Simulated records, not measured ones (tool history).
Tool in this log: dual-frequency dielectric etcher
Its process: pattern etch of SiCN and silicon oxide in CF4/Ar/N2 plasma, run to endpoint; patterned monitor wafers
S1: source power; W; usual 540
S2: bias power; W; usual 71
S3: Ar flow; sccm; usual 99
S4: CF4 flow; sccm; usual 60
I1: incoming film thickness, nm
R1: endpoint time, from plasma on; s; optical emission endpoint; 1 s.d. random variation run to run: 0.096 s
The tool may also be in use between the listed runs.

{"run": 1, "hour": 0.0, "S1": 540, "S2": 59, "S3": 99, "S4": 60, "I1": 11.6, "R1": 11.3}
{"run": 2, "hour": 0.3, "S1": 440, "S2": 71, "S3": 99, "S4": 60, "I1": 11.7, "R1": 13.7}
{"run": 3, "hour": 15.8, "S1": 440, "S2": 71, "S3": 99, "S4": 60, "I1": 11.69, "R1": 13.5}
{"run": 4, "hour": 29.6, "S1": 440, "S2": 71, "S3": 99, "S4": 60, "I1": 11.76, "R1": 13.6}
{"run": 5, "hour": 45.7, "S1": 540, "S2": 71, "S3": 99, "S4": 60, "I1": 11.76, "R1": 10.6}
{"hour": 70.7, "done": "wet clean of the chamber, repeated, since the last time left the tool worse"}
{"hour": 74.1, "done": "CF4 flow controller replaced"}
{"run": 6, "hour": 74.6, "S1": 400, "S2": 64, "S3": 122, "S4": 56, "I1": 11.57, "R1": 17.7}
{"run": 7, "hour": 74.9, "S1": 540, "S2": 82, "S3": 113, "S4": 60, "I1": 11.74, "R1": 11}
{"run": 8, "hour": 80.7, "S1": 540, "S2": 71, "S3": 99, "S4": 60, "I1": 11.81, "R1": 11.5}
{"run": 9, "hour": 88.0, "S1": 540, "S2": 71, "S3": 115, "S4": 73, "I1": 11.71, "R1": 11.2}
{"run": 10, "hour": 103.0, "S1": 490, "S2": 71, "S3": 111, "S4": 60, "I1": 11.84, "R1": 13.2}
{"run": 11, "hour": 116.3, "S1": 440, "S2": 80, "S3": 99, "S4": 60, "I1": 11.68, "R1": 13.9}
{"run": 12, "hour": 130.8, "S1": 540, "S2": 71, "S3": 99, "S4": 60, "I1": 11.72, "R1": 11.5}
{"run": 13, "hour": 145.1, "S1": 480, "S2": 60, "S3": 83, "S4": 74, "I1": 11.71, "R1": 12.9}
{"hour": 181.5, "done": "bias power generator calibrated"}
{"run": 14, "hour": 185.4, "S1": 540, "S2": 81, "S3": 99, "S4": 60, "I1": 11.75, "R1": 11}
{"run": 15, "hour": 203.2, "S1": 540, "S2": 71, "S3": 90, "S4": 60, "I1": 11.78, "R1": 11.3}
{"run": 16, "hour": 217.6, "S1": 650, "S2": 63, "S3": 111, "S4": 52, "I1": 11.79, "R1": 10.3}
{"run": 17, "hour": 226.7, "S1": 540, "S2": 61, "S3": 99, "S4": 52, "I1": 11.75, "R1": 12.6}
{"run": 18, "hour": 234.4, "S1": 540, "S2": 71, "S3": 84, "S4": 60, "I1": 11.6, "R1": 11}
{"run": 19, "hour": 248.6, "S1": 540, "S2": 57, "S3": 74, "S4": 60, "I1": 11.58, "R1": 11.6}
{"run": 20, "hour": 262.1, "S1": 540, "S2": 71, "S3": 99, "S4": 60, "I1": 11.7, "R1": 11.5}
{"run": 21, "hour": 279.1, "S1": 470, "S2": 71, "S3": 99, "S4": 60, "I1": 11.69, "R1": 13.7}
{"run": 22, "hour": 290.5, "S1": 540, "S2": 71, "S3": 99, "S4": 60, "I1": 11.57, "R1": 11.3}
{"run": 23, "hour": 298.1, "S1": 540, "S2": 71, "S3": 99, "S4": 60, "I1": 11.65, "R1": 11.6}
{"run": 24, "hour": 304.8, "S1": 590, "S2": 56, "S3": 99, "S4": 52, "I1": 11.61, "R1": 11.9}
{"run": 25, "hour": 318.4, "S1": 540, "S2": 76, "S3": 99, "S4": 60, "I1": 11.63, "R1": 11.3}

A few steps of R1 between consecutive runs. Split each: what settings, incoming material and random variation would produce without the hidden state, and what is left over for the hidden state, along with gauge scatter present in only one of the two compared results (measured, and without hidden state):
Hidden state at play: etch rate over this chamber's usual, %; source power that arrives over what is set, %; bias power that arrives over what is set, %; Ar flow that arrives over what is set, %; CF4 flow that arrives over what is set, %.
Run 4 -> 5: S1 440 -> 540. R1 -3 s: hidden state +0.2, all else -3.2.
Run 5 -> 6: S1 540 -> 400, S2 71 -> 64, S3 99 -> 122, S4 60 -> 56, wet clean of the chamber, repeated, since the last time left the tool worse, CF4 flow controller replaced. R1 +7.1 s: hidden state +0.6, all else +6.5.
Run 6 -> 7: S1 400 -> 540, S2 64 -> 82, S3 122 -> 113, S4 56 -> 60. R1 -6.7 s: hidden state +0, all else -6.7.
